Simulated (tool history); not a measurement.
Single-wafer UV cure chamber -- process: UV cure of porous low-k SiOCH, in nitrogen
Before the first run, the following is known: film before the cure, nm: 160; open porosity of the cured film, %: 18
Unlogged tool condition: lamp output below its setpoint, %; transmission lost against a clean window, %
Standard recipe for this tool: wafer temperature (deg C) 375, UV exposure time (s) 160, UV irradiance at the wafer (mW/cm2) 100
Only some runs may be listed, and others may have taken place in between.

| run | day | wafer temperature (deg C) | UV exposure time (s) | UV irradiance at the wafer (mW/cm2) | wafers since the last listed run | hours since the UV bulbs were replaced | wafers since the quartz window was cleaned | loss of film thickness in the cure (%) |
|---|---|---|---|---|---|---|---|---|
| 1 | 0 | 371 | 160 | 75 | 0 | 421 | 721 | 7.96 |
| 2 | 1.946 | 371 | 160 | 75 | 497 | 467.7 | 1219 | 7.78 |
| 3 | 9.962 | 375 | 160 | 100 | 2049 | 660.1 | 3268 | 8.548 |
| 4 | 11.004 | 375 | 160 | 100 | 266 | 685.1 | 3534 | 8.881 |
| 5 | 14 | 375 | 160 | 100 | 765 | 757 | 4300 | 8.654 |
|  | 17.267 | quartz window cleaned |
| 6 | 17.492 | 375 | 160 | 100 | 807 | 840.8 | 57 | 9.164 |
| 7 | 18.725 | 375 | 160 | 100 | 315 | 870.4 | 372 | 8.831 |
| 8 | 21.371 | 363 | 160 | 100 | 676 | 933.9 | 1049 | 8.338 |
| 9 | 24.258 | 363 | 160 | 100 | 738 | 1003.2 | 1787 | 8.349 |
| 10 | 30.825 | 362 | 160 | 100 | 1678 | 1160.8 | 3465 | 7.746 |
| 11 | 33.404 | 362 | 160 | 100 | 659 | 1222.7 | 4125 | 7.94 |
|  | 36.312 | quartz window cleaned |
| 12 | 41.025 | 362 | 160 | 100 | 1862 | 1405.6 | 1204 | 7.974 |
| 13 | 44.017 | 375 | 160 | 100 | 764 | 1477.4 | 1969 | 8.187 |
| 14 | 45.467 | 375 | 160 | 100 | 370 | 1512.2 | 2339 | 8.254 |
| 15 | 46.8 | 375 | 160 | 100 | 340 | 1544.2 | 2680 | 8.121 |
| 16 | 48.525 | 375 | 85 | 100 | 440 | 1585.6 | 3121 | 5.523 |
| 17 | 50.246 | 375 | 85 | 100 | 439 | 1626.9 | 3561 | 5.429 |
| 18 | 52.171 | 375 | 85 | 100 | 492 | 1673.1 | 4053 | 5.149 |
| 19 | 55.162 | 375 | 160 | 100 | 764 | 1744.9 | 4818 | 7.579 |
|  | 55.629 | UV bulbs replaced |
|  | 56.212 | quartz window cleaned |
| 20 | 57.229 | 375 | 160 | 100 | 357 | 38.4 | 260 | 10.473 |
| 21 | 58.558 | 375 | 160 | 100 | 339 | 70.3 | 599 | 10.299 |
| 22 | 60.075 | 375 | 220 | 138 | 387 | 106.7 | 987 | 12.988 |
| 23 | 61.625 | 375 | 80 | 78 | 396 | 143.9 | 1383 | 5.989 |
| 24 | 62.921 | 369 | 190 | 75 | 331 | 175 | 1715 | 9.003 |
| 25 | 65.7 | 371 | 160 | 75 | 710 | 241.7 | 2425 | 8.627 |
| 26 | 67.696 | 368 | 235 | 100 | 510 | 289.6 | 2935 | 10.976 |
| 27 | 69.85 | 375 | 160 | 100 | 550 | 341.3 | 3486 | 9.141 |
| 28 | 72.683 | 365 | 110 | 117 | 724 | 409.3 | 4210 | 8 |
| 29 | 73.767 | 360 | 160 | 100 | 276 | 435.3 | 4487 | 8.664 |
| 30 | 75.192 | 375 | 160 | 100 | 364 | 469.5 | 4851 | 8.895 |
| 31 | 76.925 | 370 | 110 | 100 | 443 | 511.1 | 5294 | 7.118 |
|  | 77.829 | quartz window cleaned |
| 32 | 84.4 | 375 | 80 | 78 | 1825 | 690.5 | 1679 | 5.079 |
| 33 | 86.654 | 367 | 220 | 112 | 576 | 744.6 | 2255 | 10.906 |
| 34 | 88.196 | 384 | 160 | 112 | 394 | 781.6 | 2649 | 9.528 |
| 35 | 90.525 | 367 | 205 | 84 | 595 | 837.5 | 3245 | 8.963 |
| 36 | 93.233 | 375 | 160 | 110 | 692 | 902.5 | 3937 | 8.877 |
| 37 | 95.292 | 375 | 160 | 100 | 526 | 951.9 | 4463 | 8.259 |
| 38 | 97.938 | 389 | 160 | 131 | 676 | 1015.4 | 5139 | 9.248 |
| 39 | 100.583 | 387 | 160 | 100 | 676 | 1078.9 | 5816 | 8.127 |
|  | 102.008 | quartz window cleaned |
| 40 | 102.029 | 383 | 160 | 62 | 284 | 1113.6 | 5 | 7.186 |
| 41 | 104.183 | 375 | 160 | 100 | 550 | 1165.3 | 556 | 8.687 |
| 42 | 106.679 | 357 | 160 | 100 | 637 | 1225.2 | 1194 | 8.223 |
| 43 | 108.333 | 387 | 105 | 134 | 422 | 1264.9 | 1616 | 8.303 |

5 ways to go on from here, each from the tool as it stands after run 43. What would each give?
| A | 108.354 | 375 | 160 | 100 | 5 | 1265.4 | 1622 | ? |
| B | 108.354 | 364 | 120 | 71 | 5 | 1265.4 | 1622 | ? |
| C | 108.354 | 382 | 160 | 100 | 5 | 1265.4 | 1622 | ? |
| D | 108.354 | 375 | 80 | 122 | 5 | 1265.4 | 1622 | ? |
| E | 108.354 | 385 | 160 | 100 | 5 | 1265.4 | 1622 | ? |

| run | loss of film thickness in the cure (%) |
|---|---|
| A | 8.448 |
| B | 5.742 |
| C | 8.569 |
| D | 6.436 |
| E | 8.621 |
With the hidden condition removed and each run's random variation left untouched, the same runs would have given:
| run | loss of film thickness in the cure (%) |
|---|---|
| A | 10.355 |
| B | 7.464 |
| C | 10.483 |
| D | 8.218 |
| E | 10.537 |

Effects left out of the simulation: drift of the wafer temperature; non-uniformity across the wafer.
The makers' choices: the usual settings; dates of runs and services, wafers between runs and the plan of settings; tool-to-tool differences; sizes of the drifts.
